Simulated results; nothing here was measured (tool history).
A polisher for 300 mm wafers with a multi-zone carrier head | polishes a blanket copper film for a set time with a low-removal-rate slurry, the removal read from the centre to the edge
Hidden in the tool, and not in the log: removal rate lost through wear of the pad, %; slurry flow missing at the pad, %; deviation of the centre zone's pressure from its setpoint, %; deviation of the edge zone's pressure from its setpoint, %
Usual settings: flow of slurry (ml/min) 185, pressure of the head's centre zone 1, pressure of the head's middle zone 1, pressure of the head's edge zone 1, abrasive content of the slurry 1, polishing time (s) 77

run	hour	flow of slurry (ml/min)	pressure of the head's centre zone	pressure of the head's middle zone	pressure of the head's edge zone	abrasive content of the slurry	polishing time (s)	wafers since the last listed run	wafers polished on this pad	hours since the slurry nozzle was cleaned	hours since the centre zone pressure was calibrated	hours since the edge zone pressure was calibrated	hours since the carrier head's membrane was replaced	incoming thickness of the incoming film, nm	film removed at the wafer's centre (Å)	film removed at mid-radius (Å)	film removed at the wafer's edge (Å)
1	0	185	1	0.94	1	1	77	0	518	296.7	770.2	868.7	1373.8	897	1313	1282	1330
2	6.4	185	1	1	1	1	77	33	551	303.1	776.6	875.1	1380.2	904.6	1372	1325	1320
3	16.6	185	1	1	1	1	77	52	604	313.3	786.8	885.3	1390.4	889.2	1342	1308	1316
4	30.7	185	1	1	1	1	77	73	677	327.4	800.9	899.4	1404.5	907.6	1330	1302	1299
5	39	185	1	1	1	1	77	43	720	335.7	809.2	907.7	1412.8	909.6	1341	1331	1302
6	56.8	185	1	1	1	1	77	92	813	353.5	827	925.5	1430.6	900.3	1324	1303	1299
# hour 71.3: centre zone pressure recalibrated
# hour 73.3: carrier head's membrane replaced by a new one
7	73.8	185	1	1	1.04	1	92	67	880	370.5	2.5	942.5	0.5	891.1	1579	1529	1567
8	84.9	185	1	1	1.04	1	92	57	938	381.6	13.6	953.6	11.6	902.4	1552	1520	1588
9	91.7	185	1	1	1.04	1	92	35	973	388.4	20.4	960.4	18.4	909.6	1567	1526	1580
10	105.7	185	1	1	1	0.7	77	72	1046	402.4	34.4	974.4	32.4	907.7	1151	1141	1112
11	119.4	185	1	1	1	1	77	71	1117	416.1	48.1	988.1	46.1	903.1	1266	1292	1273
12	126.4	185	1	1.07	1	1	77	36	1153	423.1	55.1	995.1	53.1	888.8	1307	1369	1300
# hour 135.9: slurry nozzle cleaned
13	136.4	150	1	1.04	0.92	1.25	77	46	1200	0.5	65.1	1005.1	63.1	892.4	1353	1424	1339
# hour 145.7: worn pad replaced by a new one
# hour 147: edge zone pressure recalibrated
14	147.5	185	1	1	1	1	77	30	2	11.6	76.2	0.5	74.2	896.3	1459	1441	1472
15	153	210	1	1	1	1	97	28	31	17.1	81.7	6	79.7	908.9	1853	1834	1825
16	166.8	225	1	1.1	1	1	77	71	102	30.9	95.5	19.8	93.5	897.8	1452	1598	1418
17	175.9	185	1.07	1	1	1.2	77	47	149	40	104.6	28.9	102.6	892.9	1558	1514	1485
18	183.8	185	1	1	1	1	77	41	190	47.9	112.5	36.8	110.5	908.7	1379	1382	1394
19	198.8	185	1	0.92	0.95	1	97	77	268	62.9	127.5	51.8	125.5	913.5	1702	1579	1670
20	207.7	185	1	1	1	1	77	46	315	71.8	136.4	60.7	134.4	901.5	1374	1360	1346
21	221.8	185	1	0.94	1	1	77	73	388	85.9	150.5	74.8	148.5	912	1370	1279	1334

5 ways to go on from here, each from the tool as it stands after run 21. What would each give?
A	222.2	185	1	1	0.93	1	77	2	390	86.3	150.9	75.2	148.9	907.5	?	?	?
B	222.2	185	1	1	1	0.85	77	2	390	86.3	150.9	75.2	148.9	907.5	?	?	?
C	222.2	220	1	1.1	1	0.7	55	2	390	86.3	150.9	75.2	148.9	907.5	?	?	?
D	222.2	140	1	1.09	1.11	0.7	77	2	390	86.3	150.9	75.2	148.9	907.5	?	?	?
E	222.2	125	1	1	1	1.15	69	2	390	86.3	150.9	75.2	148.9	907.5	?	?	?

run	film removed at the wafer's centre (Å)	film removed at mid-radius (Å)	film removed at the wafer's edge (Å)
A	1355	1335	1314
B	1273	1254	1269
C	855	910	844
D	1127	1199	1184
E	1208	1197	1227
Without the tool's hidden state the same runs would have given:
run	film removed at the wafer's centre (Å)	film removed at mid-radius (Å)	film removed at the wafer's edge (Å)
A	1479	1457	1435
B	1390	1369	1385
C	933	994	921
D	1231	1309	1293
E	1318	1307	1339
